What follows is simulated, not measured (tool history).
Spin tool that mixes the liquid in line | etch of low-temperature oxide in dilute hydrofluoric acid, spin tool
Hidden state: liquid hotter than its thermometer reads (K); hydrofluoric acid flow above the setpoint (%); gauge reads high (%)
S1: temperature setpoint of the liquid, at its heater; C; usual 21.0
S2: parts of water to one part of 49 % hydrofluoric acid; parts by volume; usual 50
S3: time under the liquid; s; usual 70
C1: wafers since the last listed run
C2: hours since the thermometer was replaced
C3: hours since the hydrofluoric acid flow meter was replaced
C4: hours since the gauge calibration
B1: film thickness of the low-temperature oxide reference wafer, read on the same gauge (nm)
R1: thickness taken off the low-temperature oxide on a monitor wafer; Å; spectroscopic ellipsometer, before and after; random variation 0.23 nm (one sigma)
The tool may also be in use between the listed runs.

run,hour,S1,S2,S3,C1,C2,C3,C4,B1,R1
1,0.0,21.0,50,70,0,2486.2,946.4,120.3,120.00,419.3
2,34.8,21.0,50,70,386,2521.0,981.2,155.1,119.98,420.2
3,61.8,21.0,50,70,299,2548.0,1008.2,182.1,120.02,419.1
4,88.1,21.0,50,70,292,2574.3,1034.5,208.4,120.01,418.1
5,105.8,21.0,50,70,196,2592.0,1052.2,226.1,119.99,416.2
6,211.5,21.0,50,70,1173,2697.7,1157.9,331.8,120.01,426.3
# hour 214.7: hydrofluoric acid flow meter replaced
# hour 230.4: thermometer replaced
7,231.0,21.0,50,70,194,0.6,16.3,351.3,120.00,370.5
8,255.5,21.0,50,70,272,25.1,40.8,375.8,119.98,369.6
# hour 267.4: gauge calibrated
9,267.5,25.0,50,50,133,37.1,52.8,0.1,120.00,317.8
10,291.2,17.5,50,50,263,60.8,76.5,23.8,120.00,230.4
11,304.6,17.0,50,50,148,74.2,89.9,37.2,120.00,227.9
12,318.4,21.0,50,70,153,88.0,103.7,51.0,119.99,374.9
13,350.0,25.0,45,45,350,119.6,135.3,82.6,120.00,317.0
14,372.4,21.0,25,40,248,142.0,157.7,105.0,119.98,446.9
15,389.5,21.0,50,70,189,159.1,174.8,122.1,120.02,379.9
16,408.4,18.0,65,90,209,178.0,193.7,141.0,119.99,324.8

5 ways to go on from here, each from the tool as it stands after run 16. What would each give?
A,408.8,21.0,50,70,4,178.4,194.1,141.4,?,?
B,408.8,24.0,35,85,4,178.4,194.1,141.4,?,?
C,408.8,24.5,60,40,4,178.4,194.1,141.4,?,?
D,408.8,21.0,35,35,4,178.4,194.1,141.4,?,?
E,408.8,21.0,70,60,4,178.4,194.1,141.4,?,?

run,B1,R1
A,120.01,379.9
B,120.01,761.5
C,120.01,206.6
D,120.01,276.3
E,120.01,227.2
Without the tool's hidden state the same runs would have given:
run,R1
A,368.9
B,739.8
C,200.5
D,268.5
E,220.5
